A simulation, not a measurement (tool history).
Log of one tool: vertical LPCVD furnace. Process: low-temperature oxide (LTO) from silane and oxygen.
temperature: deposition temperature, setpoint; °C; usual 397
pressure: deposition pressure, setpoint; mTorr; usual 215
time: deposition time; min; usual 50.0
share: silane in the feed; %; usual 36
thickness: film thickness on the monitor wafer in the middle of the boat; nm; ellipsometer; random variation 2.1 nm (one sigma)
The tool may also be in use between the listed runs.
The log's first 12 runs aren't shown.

run,hour,temperature,pressure,time,share,wafers since the last listed run,hours since the last temperature calibration,hours since the pressure gauge was zeroed,hours since the silane flow controller was replaced,hours since the gauge calibration,"read-back reference wafer on the same gauge, thickness",thickness
13,143.1,397,215,50.0,36,208,5329.3,3215.0,5375.5,108.7,428.22,366.47
14,152.2,397,195,50.0,32,150,5338.4,3224.1,5384.6,117.8,428.12,286.66
# hour 185.9: thermocouples replaced and temperature profile calibrated
15,186.4,386,250,64.0,41,168,0.5,3258.3,5418.8,152.0,427.96,565.30
16,190.8,397,245,50.0,36,64,4.9,3262.7,5423.2,156.4,427.84,415.94
# hour 214.3: silane flow controller replaced
17,214.8,397,240,33.0,30,8,28.9,3286.7,0.5,180.4,428.70,208.94
18,219.3,397,170,58.0,36,74,33.4,3291.2,5.0,184.9,428.12,339.89
19,223.7,393,215,32.0,43,28,37.8,3295.6,9.4,189.3,427.90,282.01
# hour 245.0: pressure gauge zeroed
20,245.5,397,215,50.0,36,8,59.6,0.5,31.2,211.1,427.75,366.46

Forecast run 21:
21,250.0,392,215,50.0,40,74,64.1,5.0,35.7,215.6,?,?

read-back reference wafer on the same gauge, thickness: 428.20
thickness: 402.17 nm
Without the tool's hidden state the same run would have given thickness 402.17 nm.
